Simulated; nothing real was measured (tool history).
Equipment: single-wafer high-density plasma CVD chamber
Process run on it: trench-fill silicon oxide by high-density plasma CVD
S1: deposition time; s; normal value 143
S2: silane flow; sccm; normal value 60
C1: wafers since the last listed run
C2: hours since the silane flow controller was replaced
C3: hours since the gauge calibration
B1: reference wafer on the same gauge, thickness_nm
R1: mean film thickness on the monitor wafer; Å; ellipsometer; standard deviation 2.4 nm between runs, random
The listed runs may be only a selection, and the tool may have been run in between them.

| run | day | S1 | S2 | C1 | C2 | C3 | B1 | R1 |
|---|---|---|---|---|---|---|---|---|
| 1 | 0.000 | 143 | 60 | 0 | 1030.6 | 164.7 | 973.720 | 9563.26 |
| 2 | 2.550 | 143 | 60 | 712 | 1091.8 | 225.9 | 973.644 | 9592.99 |
| 3 | 6.812 | 143 | 60 | 1191 | 1194.1 | 328.2 | 975.170 | 9621.21 |
| 4 | 9.267 | 143 | 60 | 686 | 1253.0 | 387.1 | 973.778 | 9595.53 |
| 5 | 19.921 | 143 | 60 | 2978 | 1508.7 | 642.8 | 974.018 | 9522.95 |
| 6 | 24.004 | 143 | 60 | 1141 | 1606.7 | 740.8 | 974.466 | 9431.16 |
| 7 | 26.742 | 143 | 60 | 765 | 1672.4 | 806.5 | 974.183 | 9487.80 |
| 8 | 28.783 | 143 | 60 | 570 | 1721.4 | 855.5 | 974.130 | 9506.56 |
| 9 | 31.267 | 143 | 60 | 694 | 1781.0 | 915.1 | 973.837 | 9458.64 |
| 10 | 32.867 | 143 | 60 | 447 | 1819.4 | 953.5 | 973.150 | 9417.08 |
| 11 | 36.858 | 143 | 60 | 1115 | 1915.2 | 1049.3 | 973.298 | 9356.45 |
|  | 37.521 | silane flow controller replaced |
| 12 | 39.688 | 143 | 60 | 697 | 52.0 | 1117.2 | 974.541 | 9679.41 |
| 13 | 47.650 | 133 | 49 | 2226 | 243.1 | 1308.3 | 973.450 | 7394.68 |
|  | 48.392 | gauge calibrated |
| 14 | 50.717 | 119 | 49 | 857 | 316.7 | 55.8 | 974.483 | 6616.14 |
| 15 | 52.700 | 143 | 60 | 554 | 364.3 | 103.4 | 973.090 | 9707.97 |
| 16 | 57.138 | 124 | 54 | 1240 | 470.8 | 209.9 | 973.423 | 7547.89 |
| 17 | 59.442 | 155 | 69 | 644 | 526.1 | 265.2 | 973.568 | 12055.09 |
| 18 | 62.738 | 157 | 49 | 921 | 605.2 | 344.3 | 974.249 | 8652.03 |
| 19 | 74.496 | 164 | 53 | 3287 | 887.4 | 626.5 | 974.013 | 9824.30 |
| 20 | 77.204 | 125 | 60 | 757 | 952.4 | 691.5 | 973.386 | 8406.45 |
| 21 | 81.554 | 153 | 51 | 1216 | 1056.8 | 795.9 | 972.979 | 8713.23 |
| 22 | 84.038 | 143 | 60 | 694 | 1116.4 | 855.5 | 973.006 | 9590.86 |
| 23 | 87.350 | 159 | 56 | 926 | 1195.9 | 935.0 | 972.983 | 9960.20 |
| 24 | 89.483 | 129 | 55 | 596 | 1247.1 | 986.2 | 973.188 | 7971.61 |

What if the next run were any one of these 4? Each begins from the tool's condition after run 24:
| A | 89.500 | 143 | 56 | 4 | 1247.5 | 986.6 | ? | ? |
| B | 89.500 | 119 | 65 | 4 | 1247.5 | 986.6 | ? | ? |
| C | 89.500 | 160 | 64 | 4 | 1247.5 | 986.6 | ? | ? |
| D | 89.500 | 171 | 67 | 4 | 1247.5 | 986.6 | ? | ? |

| run | B1 | R1 |
|---|---|---|
| A | 974.069 | 8935.43 |
| B | 974.069 | 8630.81 |
| C | 974.069 | 11425.93 |
| D | 974.069 | 12783.87 |
Had the tool no hidden state, the same runs would have come out as:
| run | R1 |
|---|---|
| A | 9003.19 |
| B | 8696.27 |
| C | 11512.57 |
| D | 12880.82 |

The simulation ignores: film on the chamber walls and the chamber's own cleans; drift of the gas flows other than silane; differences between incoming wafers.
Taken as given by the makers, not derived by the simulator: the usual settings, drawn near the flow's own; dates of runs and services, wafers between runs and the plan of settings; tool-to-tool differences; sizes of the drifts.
